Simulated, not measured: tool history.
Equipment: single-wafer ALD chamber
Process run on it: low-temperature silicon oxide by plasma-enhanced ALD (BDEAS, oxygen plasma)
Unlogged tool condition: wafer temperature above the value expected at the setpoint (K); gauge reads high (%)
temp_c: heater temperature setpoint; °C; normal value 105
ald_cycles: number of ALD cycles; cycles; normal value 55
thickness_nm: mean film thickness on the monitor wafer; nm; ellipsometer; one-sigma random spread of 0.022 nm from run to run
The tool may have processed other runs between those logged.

| run | day | temp_c | ald_cycles | wafers since the last listed run | hours since the last thermocouple change | hours since the gauge calibration | read-back reference wafer on the same gauge, thickness_nm | thickness_nm |
|---|---|---|---|---|---|---|---|---|
| 1 | 0 | 111 | 48 | 0 | 1085 | 249.5 | 9.382 | 7.476 |
| 2 | 0.6 | 111 | 48 | 74 | 1099.4 | 263.9 | 9.38 | 7.515 |
| 3 | 1.308 | 93 | 55 | 88 | 1116.4 | 280.9 | 9.386 | 8.917 |
| 4 | 1.712 | 105 | 60 | 50 | 1126.1 | 290.6 | 9.383 | 9.407 |
| 5 | 2.042 | 105 | 55 | 41 | 1134 | 298.5 | 9.386 | 8.709 |
| 6 | 2.375 | 105 | 55 | 41 | 1142 | 306.5 | 9.38 | 8.68 |
| 7 | 3.012 | 115 | 61 | 79 | 1157.3 | 321.8 | 9.379 | 9.421 |
| 8 | 3.562 | 115 | 61 | 68 | 1170.5 | 335 | 9.375 | 9.42 |
| 9 | 3.829 | 109 | 55 | 33 | 1176.9 | 341.4 | 9.383 | 8.616 |
| 10 | 4.367 | 105 | 55 | 66 | 1189.8 | 354.3 | 9.382 | 8.694 |
| 11 | 4.733 | 105 | 55 | 45 | 1198.6 | 363.1 | 9.38 | 8.671 |
| 12 | 5.458 | 105 | 55 | 90 | 1216 | 380.5 | 9.379 | 8.654 |
| 13 | 5.792 | 105 | 55 | 41 | 1224 | 388.5 | 9.381 | 8.661 |
| 14 | 6.046 | 105 | 55 | 31 | 1230.1 | 394.6 | 9.38 | 8.662 |
| 15 | 6.692 | 105 | 55 | 80 | 1245.6 | 410.1 | 9.377 | 8.613 |
| 16 | 7.017 | 105 | 50 | 40 | 1253.4 | 417.9 | 9.383 | 7.877 |
| 17 | 7.388 | 105 | 50 | 46 | 1262.3 | 426.8 | 9.381 | 7.853 |
| 18 | 7.704 | 105 | 50 | 39 | 1269.9 | 434.4 | 9.379 | 7.864 |
| 19 | 8.267 | 105 | 64 | 70 | 1283.4 | 447.9 | 9.377 | 10.058 |
| 20 | 9.888 | 105 | 64 | 201 | 1322.3 | 486.8 | 9.383 | 10.038 |
| 21 | 10.438 | 105 | 55 | 68 | 1335.5 | 500 | 9.377 | 8.64 |
| 22 | 11.112 | 109 | 55 | 84 | 1351.7 | 516.2 | 9.377 | 8.609 |
| 23 | 11.675 | 105 | 55 | 70 | 1365.2 | 529.7 | 9.384 | 8.65 |
| 24 | 12.067 | 114 | 44 | 48 | 1374.6 | 539.1 | 9.381 | 6.809 |
| 25 | 12.65 | 105 | 55 | 72 | 1388.6 | 553.1 | 9.38 | 8.656 |
| 26 | 13.192 | 120 | 55 | 67 | 1401.6 | 566.1 | 9.38 | 8.43 |
|  | 13.225 | gauge calibrated |
| 27 | 13.829 | 105 | 60 | 79 | 1416.9 | 14.5 | 9.378 | 9.434 |
| 28 | 14.425 | 96 | 64 | 74 | 1431.2 | 28.8 | 9.381 | 10.302 |
| 29 | 14.679 | 91 | 55 | 31 | 1437.3 | 34.9 | 9.376 | 8.972 |
|  | 15.45 | thermocouple changed; heater temperature recalibrated |
| 30 | 15.471 | 97 | 47 | 57 | 0.5 | 53.9 | 9.374 | 7.514 |
| 31 | 15.804 | 105 | 55 | 41 | 8.5 | 61.9 | 9.378 | 8.645 |
| 32 | 17.938 | 97 | 47 | 265 | 59.7 | 113.1 | 9.381 | 7.537 |
| 33 | 18.321 | 93 | 66 | 47 | 68.9 | 122.3 | 9.383 | 10.651 |
| 34 | 18.729 | 111 | 55 | 50 | 78.7 | 132.1 | 9.383 | 8.574 |
| 35 | 19.212 | 95 | 52 | 60 | 90.3 | 143.7 | 9.379 | 8.352 |
| 36 | 19.929 | 114 | 55 | 89 | 107.5 | 160.9 | 9.377 | 8.574 |
| 37 | 20.667 | 101 | 45 | 91 | 125.2 | 178.6 | 9.384 | 7.162 |
| 38 | 21.129 | 105 | 45 | 57 | 136.3 | 189.7 | 9.377 | 7.093 |
| 39 | 21.458 | 105 | 59 | 41 | 144.2 | 197.6 | 9.385 | 9.278 |
| 40 | 22.108 | 101 | 47 | 80 | 159.8 | 213.2 | 9.385 | 7.438 |
| 41 | 22.742 | 105 | 44 | 78 | 175 | 228.4 | 9.378 | 6.956 |
| 42 | 23.029 | 105 | 51 | 35 | 181.9 | 235.3 | 9.377 | 8.001 |
| 43 | 25.012 | 105 | 55 | 247 | 229.5 | 282.9 | 9.379 | 8.68 |

Below are 5 alternative next runs, each starting from the tool's condition after run 43. Predict each:
| A | 25.033 | 105 | 49 | 2 | 230 | 283.4 | ? | ? |
| B | 25.033 | 105 | 48 | 2 | 230 | 283.4 | ? | ? |
| C | 25.033 | 91 | 47 | 2 | 230 | 283.4 | ? | ? |
| D | 25.033 | 99 | 50 | 2 | 230 | 283.4 | ? | ? |
| E | 25.033 | 112 | 52 | 2 | 230 | 283.4 | ? | ? |

| run | read-back reference wafer on the same gauge, thickness_nm | thickness_nm |
|---|---|---|
| A | 9.379 | 7.72 |
| B | 9.379 | 7.563 |
| C | 9.379 | 7.67 |
| D | 9.379 | 7.958 |
| E | 9.379 | 8.101 |
What these runs would have given with no unlogged condition in the tool:
| run | thickness_nm |
|---|---|
| A | 7.72 |
| B | 7.563 |
| C | 7.67 |
| D | 7.958 |
| E | 8.101 |
